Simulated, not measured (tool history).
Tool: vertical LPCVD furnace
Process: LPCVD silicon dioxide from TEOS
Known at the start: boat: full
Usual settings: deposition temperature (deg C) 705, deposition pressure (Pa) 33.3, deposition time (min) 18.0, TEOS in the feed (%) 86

run	day	deposition temperature (deg C)	deposition pressure (Pa)	deposition time (min)	TEOS in the feed (%)	wafers since the last listed run	hours since the last temperature calibration	hours since the pressure gauge was zeroed	hours since the TEOS flow controller was replaced	hours since the gauge calibration	read-back reference wafer on the same gauge, thickness	film thickness on the monitor wafer in the middle of the boat (Å)
1	0.000	705	33.3	18.0	86	0	3337.2	3289.8	3940.3	748.8	120.13	1428.1
# day 0.154: gauge calibrated
2	0.746	705	33.3	18.0	86	250	3355.1	3307.7	3958.2	14.2	119.90	1435.8
3	1.238	705	33.3	18.0	86	164	3366.9	3319.5	3970.0	26.0	120.21	1450.5
4	1.896	697	28.0	18.0	86	220	3382.7	3335.3	3985.8	41.8	120.01	1097.1
# day 2.942: thermocouples replaced and temperature profile calibrated
5	2.962	697	28.0	18.0	86	22	0.5	3360.9	4011.4	67.4	120.02	1097.6
6	3.133	697	28.0	18.0	86	57	4.6	3365.0	4015.5	71.5	119.97	1095.8
7	3.662	705	28.7	18.0	86	177	17.3	3377.7	4028.2	84.2	119.88	1332.0
# day 4.883: TEOS flow controller replaced
8	4.904	705	28.7	18.0	86	81	47.1	3407.5	0.5	114.0	120.06	1331.4
9	5.075	705	28.7	18.0	86	57	51.2	3411.6	4.6	118.1	120.04	1343.3
10	5.279	705	33.3	18.0	86	68	56.1	3416.5	9.5	123.0	119.89	1451.4
11	5.854	705	29.3	15.5	86	192	69.9	3430.3	23.3	136.8	120.03	1162.7
# day 7.442: pressure gauge zeroed
12	7.462	705	33.3	15.0	94	204	108.5	0.5	61.9	175.4	119.97	1258.4
13	7.633	705	41.3	21.5	86	57	112.6	4.6	66.0	179.5	120.06	1922.9
14	7.804	695	33.3	14.0	86	57	116.7	8.7	70.1	183.6	120.02	888.1
15	8.067	705	33.3	18.0	86	88	123.0	15.0	76.4	189.9	120.08	1449.5
16	8.788	705	30.0	18.0	86	241	140.3	32.3	93.7	207.2	119.95	1370.9
17	9.492	705	33.3	18.0	80	236	157.2	49.2	110.6	224.1	120.04	1383.1
18	10.108	705	36.0	18.0	70	206	172.0	64.0	125.4	238.9	120.08	1356.5
19	10.404	705	38.7	18.0	91	99	179.1	71.1	132.5	246.0	120.18	1606.6
20	10.792	705	33.3	18.0	86	129	188.4	80.4	141.8	255.3	120.12	1438.3
21	11.117	705	33.3	18.0	86	109	196.2	88.2	149.6	263.1	120.09	1449.5
22	11.800	705	33.3	24.5	70	229	212.6	104.6	166.0	279.5	119.94	1776.9
23	12.321	705	33.3	18.0	86	174	225.1	117.1	178.5	292.0	119.98	1442.4
24	12.854	705	33.3	11.0	86	178	237.9	129.9	191.3	304.8	119.98	881.2
25	13.267	705	33.3	18.0	86	138	247.8	139.8	201.2	314.7	119.86	1440.3
26	13.771	705	30.0	21.0	79	169	259.9	151.9	213.3	326.8	119.84	1537.6
27	14.358	705	41.3	18.0	86	197	274.0	166.0	227.4	340.9	119.85	1607.9
28	14.896	697	38.0	13.5	94	180	286.9	178.9	240.3	353.8	119.89	999.3
29	15.267	705	40.7	20.0	86	124	295.8	187.8	249.2	362.7	120.05	1761.2
30	15.654	705	38.0	15.5	70	129	305.1	197.1	258.5	372.0	119.82	1195.9

Forecast each of these 5 alternatives for the next run:
A	15.829	705	33.3	18.0	86	58	309.3	201.3	262.7	376.2	?	?
B	15.829	693	33.3	14.0	86	58	309.3	201.3	262.7	376.2	?	?
C	15.829	705	25.3	20.5	78	58	309.3	201.3	262.7	376.2	?	?
D	15.829	715	30.0	18.0	86	58	309.3	201.3	262.7	376.2	?	?
E	15.829	701	33.3	12.0	97	58	309.3	201.3	262.7	376.2	?	?

run	read-back reference wafer on the same gauge, thickness	film thickness on the monitor wafer in the middle of the boat (Å)
A	119.91	1439.5
B	119.91	846.5
C	119.91	1361.2
D	119.91	1715.1
E	119.91	929.2
Without the tool's hidden state the same runs would have given:
run	film thickness on the monitor wafer in the middle of the boat (Å)
A	1439.5
B	846.5
C	1361.2
D	1715.1
E	929.2

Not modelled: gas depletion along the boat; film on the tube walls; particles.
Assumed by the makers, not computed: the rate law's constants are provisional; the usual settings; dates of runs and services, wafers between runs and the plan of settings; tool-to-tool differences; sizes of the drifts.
